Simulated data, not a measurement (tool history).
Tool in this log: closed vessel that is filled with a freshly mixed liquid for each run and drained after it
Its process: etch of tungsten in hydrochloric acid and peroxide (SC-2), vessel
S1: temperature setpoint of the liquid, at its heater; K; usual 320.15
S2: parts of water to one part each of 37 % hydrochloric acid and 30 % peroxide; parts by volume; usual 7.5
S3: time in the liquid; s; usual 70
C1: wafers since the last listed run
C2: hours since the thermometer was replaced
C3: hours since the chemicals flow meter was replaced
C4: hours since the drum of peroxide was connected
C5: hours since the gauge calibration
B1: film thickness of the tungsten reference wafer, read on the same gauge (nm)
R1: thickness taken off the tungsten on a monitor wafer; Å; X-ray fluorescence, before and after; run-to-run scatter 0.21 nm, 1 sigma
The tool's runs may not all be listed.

run 1 hour=0.0 | S1=320.15 S2=7.5 S3=70 | C1=0 C2=1730.7 C3=1018.1 C4=103.7 C5=174.7 | B1=120.01 | R1=248.4
run 2 hour=10.4 | S1=320.15 S2=7.5 S3=70 | C1=1360 C2=1741.1 C3=1028.5 C4=114.1 C5=185.1 | B1=120.02 | R1=248.8
run 3 hour=27.8 | S1=320.15 S2=7.5 S3=70 | C1=2276 C2=1758.5 C3=1045.9 C4=131.5 C5=202.5 | B1=119.98 | R1=248.4
run 4 hour=40.7 | S1=320.15 S2=7.5 S3=70 | C1=1688 C2=1771.4 C3=1058.8 C4=144.4 C5=215.4 | B1=119.95 | R1=247.7
run 5 hour=51.8 | S1=320.15 S2=7.5 S3=70 | C1=1452 C2=1782.5 C3=1069.9 C4=155.5 C5=226.5 | B1=120.03 | R1=250.8
run 6 hour=65.4 | S1=320.15 S2=7.5 S3=70 | C1=1779 C2=1796.1 C3=1083.5 C4=169.1 C5=240.1 | B1=119.99 | R1=250.1
run 7 hour=81.5 | S1=320.15 S2=7.5 S3=70 | C1=2106 C2=1812.2 C3=1099.6 C4=185.2 C5=256.2 | B1=120.02 | R1=250.7
run 8 hour=91.8 | S1=320.15 S2=7.5 S3=70 | C1=1347 C2=1822.5 C3=1109.9 C4=195.5 C5=266.5 | B1=119.99 | R1=247.3
run 9 hour=107.9 | S1=320.15 S2=7.5 S3=70 | C1=2106 C2=1838.6 C3=1126.0 C4=211.6 C5=282.6 | B1=120.01 | R1=252.7
run 10 hour=122.5 | S1=320.15 S2=7.5 S3=70 | C1=1910 C2=1853.2 C3=1140.6 C4=226.2 C5=297.2 | B1=120.03 | R1=252.4
-- hour=126.1 gauge calibrated
run 11 hour=161.8 | S1=320.15 S2=7.5 S3=70 | C1=5142 C2=1892.5 C3=1179.9 C4=265.5 C5=35.7 | B1=120.04 | R1=253.6
run 12 hour=169.2 | S1=313.15 S2=7.5 S3=80 | C1=968 C2=1899.9 C3=1187.3 C4=272.9 C5=43.1 | B1=119.95 | R1=180.4
-- hour=184.6 chemicals flow meter replaced
run 13 hour=185.7 | S1=320.15 S2=7.5 S3=70 | C1=2028 C2=1916.4 C3=1.1 C4=289.4 C5=59.6 | B1=120.01 | R1=251.7
run 14 hour=196.5 | S1=320.15 S2=7.5 S3=70 | C1=1413 C2=1927.2 C3=11.9 C4=300.2 C5=70.4 | B1=120.01 | R1=251.8
run 15 hour=211.0 | S1=316.65 S2=10.5 S3=50 | C1=1897 C2=1941.7 C3=26.4 C4=314.7 C5=84.9 | B1=120.01 | R1=108.1
-- hour=225.3 thermometer replaced
run 16 hour=225.8 | S1=312.15 S2=11.0 S3=50 | C1=1805 C2=0.5 C3=41.2 C4=329.5 C5=99.7 | B1=120.00 | R1=62.1
-- hour=238.0 new drum of peroxide connected
run 17 hour=239.3 | S1=310.15 S2=11.5 S3=35 | C1=1635 C2=14.0 C3=54.7 C4=1.3 C5=113.2 | B1=119.99 | R1=36.4
run 18 hour=247.2 | S1=325.65 S2=7.5 S3=70 | C1=1033 C2=21.9 C3=62.6 C4=9.2 C5=121.1 | B1=120.02 | R1=309.9
run 19 hour=259.4 | S1=313.15 S2=7.5 S3=80 | C1=1596 C2=34.1 C3=74.8 C4=21.4 C5=133.3 | B1=119.98 | R1=148.0
run 20 hour=265.8 | S1=320.15 S2=7.5 S3=70 | C1=837 C2=40.5 C3=81.2 C4=27.8 C5=139.7 | B1=120.04 | R1=212.4
run 21 hour=317.0 | S1=311.65 S2=7.5 S3=85 | C1=6699 C2=91.7 C3=132.4 C4=79.0 C5=190.9 | B1=120.00 | R1=142.9
run 22 hour=332.8 | S1=328.65 S2=4.0 S3=30 | C1=2067 C2=107.5 C3=148.2 C4=94.8 C5=206.7 | B1=120.01 | R1=251.7
run 23 hour=350.4 | S1=320.15 S2=11.0 S3=100 | C1=2303 C2=125.1 C3=165.8 C4=112.4 C5=224.3 | B1=120.01 | R1=221.8
run 24 hour=362.6 | S1=324.15 S2=8.5 S3=95 | C1=1596 C2=137.3 C3=178.0 C4=124.6 C5=236.5 | B1=119.98 | R1=349.2
run 25 hour=375.6 | S1=328.15 S2=5.5 S3=40 | C1=1701 C2=150.3 C3=191.0 C4=137.6 C5=249.5 | B1=120.02 | R1=264.3
run 26 hour=390.5 | S1=315.15 S2=7.5 S3=105 | C1=1949 C2=165.2 C3=205.9 C4=152.5 C5=264.4 | B1=119.99 | R1=224.6
run 27 hour=399.4 | S1=320.15 S2=10.5 S3=70 | C1=1164 C2=174.1 C3=214.8 C4=161.4 C5=273.3 | B1=120.04 | R1=161.8
-- hour=403.0 gauge calibrated
run 28 hour=410.5 | S1=311.65 S2=5.0 S3=100 | C1=1452 C2=185.2 C3=225.9 C4=172.5 C5=7.5 | B1=119.99 | R1=224.4
run 29 hour=418.8 | S1=320.15 S2=7.5 S3=70 | C1=1086 C2=193.5 C3=234.2 C4=180.8 C5=15.8 | B1=119.99 | R1=210.2
run 30 hour=434.8 | S1=320.15 S2=7.5 S3=70 | C1=2093 C2=209.5 C3=250.2 C4=196.8 C5=31.8 | B1=120.00 | R1=212.6

Across each entry between runs, compare the hidden state at the last listed run before it with the hidden state at the first listed run after it:
Logged between run 10 and run 11: gauge calibrated (hour 126.1)
  liquid hotter than its thermometer reads (K): 2.63 -> 2.68
  the result without the hidden state subtracted from the measured one, R1: +41.0 -> +41.9 Å
Logged between run 12 and run 13: chemicals flow meter replaced (hour 184.6)
  liquid hotter than its thermometer reads (K): 2.69 -> 2.71
  the result without the hidden state subtracted from the measured one, R1: +31.1 -> +42.0 Å
Logged between run 15 and run 16: thermometer replaced (hour 225.3)
  liquid hotter than its thermometer reads (K): 2.74 -> 0.0217
  the result without the hidden state subtracted from the measured one, R1: +18.6 -> +0.1 Å
Logged between run 16 and run 17: new drum of peroxide connected (hour 238.0)
  liquid hotter than its thermometer reads (K): 0.0217 -> 0.0382
  the result without the hidden state subtracted from the measured one, R1: +0.1 -> +0.1 Å
Logged between run 27 and run 28: gauge calibrated (hour 403.0)
  liquid hotter than its thermometer reads (K): 0.233 -> 0.247
  the result without the hidden state subtracted from the measured one, R1: +2.5 -> +3.9 Å
